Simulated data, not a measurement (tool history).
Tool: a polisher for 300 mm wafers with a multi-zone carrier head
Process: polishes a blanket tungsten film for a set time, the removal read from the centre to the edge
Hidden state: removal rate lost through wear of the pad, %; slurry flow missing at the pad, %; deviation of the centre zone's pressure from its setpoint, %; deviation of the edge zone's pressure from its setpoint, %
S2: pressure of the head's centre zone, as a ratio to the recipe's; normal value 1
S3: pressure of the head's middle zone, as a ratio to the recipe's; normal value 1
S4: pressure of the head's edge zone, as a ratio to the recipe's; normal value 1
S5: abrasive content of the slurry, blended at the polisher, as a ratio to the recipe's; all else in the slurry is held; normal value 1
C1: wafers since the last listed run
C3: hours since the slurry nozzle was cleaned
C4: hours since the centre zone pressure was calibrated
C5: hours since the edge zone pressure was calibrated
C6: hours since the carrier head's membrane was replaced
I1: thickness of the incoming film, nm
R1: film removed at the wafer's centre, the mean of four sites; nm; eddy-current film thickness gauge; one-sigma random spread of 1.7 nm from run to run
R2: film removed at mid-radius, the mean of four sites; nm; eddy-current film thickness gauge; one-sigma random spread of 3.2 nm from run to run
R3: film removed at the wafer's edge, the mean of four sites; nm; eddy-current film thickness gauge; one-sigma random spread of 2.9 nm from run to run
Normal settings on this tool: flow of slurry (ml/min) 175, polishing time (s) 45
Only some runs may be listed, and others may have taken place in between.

{"run": 1, "hour": 0.0, "flow of slurry (ml/min)": 210, "S2": 1, "S3": 1, "S4": 1, "S5": 1, "polishing time (s)": 45, "C1": 0, "wafers polished on this pad": 1452, "C3": 55.8, "C4": 576.4, "C5": 878.2, "C6": 1388.9, "I1": 993.5, "R1": 222.9, "R2": 224.2, "R3": 218.9}
{"run": 2, "hour": 54.2, "flow of slurry (ml/min)": 210, "S2": 1, "S3": 1, "S4": 1, "S5": 1, "polishing time (s)": 45, "C1": 419, "wafers polished on this pad": 1872, "C3": 110, "C4": 630.6, "C5": 932.4, "C6": 1443.1, "I1": 998.2, "R1": 222.6, "R2": 231.7, "R3": 220.4}
{"run": 3, "hour": 151.1, "flow of slurry (ml/min)": 175, "S2": 1, "S3": 1, "S4": 1, "S5": 1, "polishing time (s)": 45, "C1": 749, "wafers polished on this pad": 2621, "C3": 206.9, "C4": 727.5, "C5": 1029.3, "C6": 1540, "I1": 977.1, "R1": 214.5, "R2": 212.1, "R3": 212.2}
{"hour": 177.2, "done": "carrier head's membrane replaced by a new one"}
{"run": 4, "hour": 208.9, "flow of slurry (ml/min)": 175, "S2": 1, "S3": 1, "S4": 1, "S5": 1, "polishing time (s)": 45, "C1": 408, "wafers polished on this pad": 3029, "C3": 264.7, "C4": 785.3, "C5": 1087.1, "C6": 31.7, "I1": 975.8, "R1": 211.8, "R2": 217.8, "R3": 211.4}
{"hour": 254.8, "done": "edge zone pressure recalibrated"}
{"hour": 325.0, "done": "worn pad replaced by a new one"}
{"run": 5, "hour": 382.4, "flow of slurry (ml/min)": 175, "S2": 1, "S3": 1, "S4": 1, "S5": 1, "polishing time (s)": 45, "C1": 1295, "wafers polished on this pad": 443, "C3": 438.2, "C4": 958.8, "C5": 127.6, "C6": 205.2, "I1": 983.7, "R1": 224.5, "R2": 226.9, "R3": 225.4}
{"hour": 409.2, "done": "centre zone pressure recalibrated"}
{"run": 6, "hour": 437.6, "flow of slurry (ml/min)": 175, "S2": 1, "S3": 1, "S4": 1, "S5": 1, "polishing time (s)": 45, "C1": 411, "wafers polished on this pad": 855, "C3": 493.4, "C4": 28.4, "C5": 182.8, "C6": 260.4, "I1": 986.6, "R1": 222.1, "R2": 221.8, "R3": 220.1}
{"hour": 498.2, "done": "slurry nozzle cleaned"}
{"run": 7, "hour": 522.6, "flow of slurry (ml/min)": 120, "S2": 1, "S3": 1.12, "S4": 1, "S5": 0.8, "polishing time (s)": 38, "C1": 649, "wafers polished on this pad": 1504, "C3": 24.4, "C4": 113.4, "C5": 267.8, "C6": 345.4, "I1": 977.5, "R1": 158.2, "R2": 177.9, "R3": 163.7}
{"run": 8, "hour": 612.8, "flow of slurry (ml/min)": 175, "S2": 1, "S3": 1, "S4": 1, "S5": 1, "polishing time (s)": 45, "C1": 697, "wafers polished on this pad": 2202, "C3": 114.6, "C4": 203.6, "C5": 358, "C6": 435.6, "I1": 959.6, "R1": 216.1, "R2": 216.4, "R3": 213.4}
{"run": 9, "hour": 710.6, "flow of slurry (ml/min)": 235, "S2": 1, "S3": 1.08, "S4": 1, "S5": 1.25, "polishing time (s)": 52, "C1": 756, "wafers polished on this pad": 2958, "C3": 212.4, "C4": 301.4, "C5": 455.8, "C6": 533.4, "I1": 971.1, "R1": 277.4, "R2": 294.6, "R3": 271.4}
{"run": 10, "hour": 802.3, "flow of slurry (ml/min)": 175, "S2": 1, "S3": 1, "S4": 1, "S5": 1, "polishing time (s)": 45, "C1": 709, "wafers polished on this pad": 3667, "C3": 304.1, "C4": 393.1, "C5": 547.5, "C6": 625.1, "I1": 974.6, "R1": 215.2, "R2": 216, "R3": 214}
{"hour": 850.0, "done": "worn pad replaced by a new one"}
{"run": 11, "hour": 907.2, "flow of slurry (ml/min)": 175, "S2": 1, "S3": 1, "S4": 1, "S5": 1, "polishing time (s)": 35, "C1": 780, "wafers polished on this pad": 442, "C3": 409, "C4": 498, "C5": 652.4, "C6": 730, "I1": 973.6, "R1": 173.9, "R2": 173.2, "R3": 170}
{"run": 12, "hour": 977.1, "flow of slurry (ml/min)": 175, "S2": 1, "S3": 1, "S4": 1, "S5": 1, "polishing time (s)": 45, "C1": 540, "wafers polished on this pad": 982, "C3": 478.9, "C4": 567.9, "C5": 722.3, "C6": 799.9, "I1": 989.5, "R1": 220.2, "R2": 218.9, "R3": 208.1}
{"hour": 1001.2, "done": "slurry nozzle cleaned"}
{"run": 13, "hour": 1072.7, "flow of slurry (ml/min)": 175, "S2": 1, "S3": 1, "S4": 1, "S5": 1, "polishing time (s)": 45, "C1": 731, "wafers polished on this pad": 1714, "C3": 71.5, "C4": 663.5, "C5": 817.9, "C6": 895.5, "I1": 975.4, "R1": 213.6, "R2": 224.3, "R3": 217.4}
{"run": 14, "hour": 1109.0, "flow of slurry (ml/min)": 175, "S2": 1, "S3": 1, "S4": 1.12, "S5": 0.85, "polishing time (s)": 56, "C1": 280, "wafers polished on this pad": 1994, "C3": 107.8, "C4": 699.8, "C5": 854.2, "C6": 931.8, "I1": 983.2, "R1": 260.4, "R2": 259.5, "R3": 267.5}
{"hour": 1167.7, "done": "edge zone pressure recalibrated"}
{"run": 15, "hour": 1207.3, "flow of slurry (ml/min)": 175, "S2": 1, "S3": 1, "S4": 1, "S5": 1, "polishing time (s)": 45, "C1": 744, "wafers polished on this pad": 2739, "C3": 206.1, "C4": 798.1, "C5": 39.6, "C6": 1030.1, "I1": 985.8, "R1": 214.7, "R2": 215.9, "R3": 210}
{"run": 16, "hour": 1299.3, "flow of slurry (ml/min)": 215, "S2": 1, "S3": 1, "S4": 1, "S5": 1, "polishing time (s)": 45, "C1": 711, "wafers polished on this pad": 3450, "C3": 298.1, "C4": 890.1, "C5": 131.6, "C6": 1122.1, "I1": 965.5, "R1": 220.8, "R2": 223.6, "R3": 218}
{"hour": 1321.6, "done": "worn pad replaced by a new one"}
{"hour": 1324.0, "done": "centre zone pressure recalibrated"}
{"run": 17, "hour": 1344.2, "flow of slurry (ml/min)": 215, "S2": 1.05, "S3": 1, "S4": 1, "S5": 1, "polishing time (s)": 32, "C1": 300, "wafers polished on this pad": 159, "C3": 343, "C4": 20.2, "C5": 176.5, "C6": 1167, "I1": 988.2, "R1": 173.1, "R2": 165.6, "R3": 162}
{"run": 18, "hour": 1437.2, "flow of slurry (ml/min)": 160, "S2": 1.03, "S3": 1, "S4": 1.08, "S5": 1, "polishing time (s)": 55, "C1": 719, "wafers polished on this pad": 878, "C3": 436, "C4": 113.2, "C5": 269.5, "C6": 1260, "I1": 975.9, "R1": 271.6, "R2": 269.4, "R3": 268.8}
{"run": 19, "hour": 1505.4, "flow of slurry (ml/min)": 140, "S2": 1, "S3": 1, "S4": 1.05, "S5": 0.8, "polishing time (s)": 59, "C1": 527, "wafers polished on this pad": 1405, "C3": 504.2, "C4": 181.4, "C5": 337.7, "C6": 1328.2, "I1": 994.7, "R1": 258.7, "R2": 264.1, "R3": 263.6}
{"hour": 1511.1, "done": "slurry nozzle cleaned"}
{"hour": 1568.1, "done": "carrier head's membrane replaced by a new one"}
{"run": 20, "hour": 1611.0, "flow of slurry (ml/min)": 125, "S2": 1, "S3": 0.91, "S4": 1.09, "S5": 1, "polishing time (s)": 45, "C1": 770, "wafers polished on this pad": 2175, "C3": 99.9, "C4": 287, "C5": 443.3, "C6": 42.9, "I1": 959.7, "R1": 200.2, "R2": 187.2, "R3": 210.5}
{"run": 21, "hour": 1698.9, "flow of slurry (ml/min)": 195, "S2": 0.95, "S3": 1, "S4": 0.95, "S5": 1, "polishing time (s)": 39, "C1": 679, "wafers polished on this pad": 2855, "C3": 187.8, "C4": 374.9, "C5": 531.2, "C6": 130.8, "I1": 976.8, "R1": 182.8, "R2": 191, "R3": 183.1}

Predict each of these 4 candidate next runs independently; none follows another, all start after run 21:
{"run": "A", "hour": 1699.3, "flow of slurry (ml/min)": 175, "S2": 1, "S3": 1, "S4": 1, "S5": 1, "polishing time (s)": 55, "C1": 3, "wafers polished on this pad": 2858, "C3": 188.2, "C4": 375.3, "C5": 531.6, "C6": 131.2, "I1": 970.2, "R1": "?", "R2": "?", "R3": "?"}
{"run": "B", "hour": 1699.3, "flow of slurry (ml/min)": 155, "S2": 1, "S3": 1.04, "S4": 1, "S5": 1, "polishing time (s)": 45, "C1": 3, "wafers polished on this pad": 2858, "C3": 188.2, "C4": 375.3, "C5": 531.6, "C6": 131.2, "I1": 970.2, "R1": "?", "R2": "?", "R3": "?"}
{"run": "C", "hour": 1699.3, "flow of slurry (ml/min)": 120, "S2": 0.93, "S3": 1, "S4": 1, "S5": 1, "polishing time (s)": 54, "C1": 3, "wafers polished on this pad": 2858, "C3": 188.2, "C4": 375.3, "C5": 531.6, "C6": 131.2, "I1": 970.2, "R1": "?", "R2": "?", "R3": "?"}
{"run": "D", "hour": 1699.3, "flow of slurry (ml/min)": 175, "S2": 1, "S3": 1, "S4": 1, "S5": 1, "polishing time (s)": 49, "C1": 3, "wafers polished on this pad": 2858, "C3": 188.2, "C4": 375.3, "C5": 531.6, "C6": 131.2, "I1": 970.2, "R1": "?", "R2": "?", "R3": "?"}

run=A R1=266.4 R2=264 R3=260.3
run=B R1=212.3 R2=218.1 R3=209.2
run=C R1=220.6 R2=237.9 R3=240.4
run=D R1=237.3 R2=235.2 R3=231.9
With the hidden condition removed and each run's random variation left untouched, the same runs would have given:
run=A R1=278.6 R2=276.1 R3=272.3
run=B R1=222.1 R2=228.1 R3=218.9
run=C R1=230.7 R2=248.9 R3=251.5
run=D R1=248.2 R2=246 R3=242.6
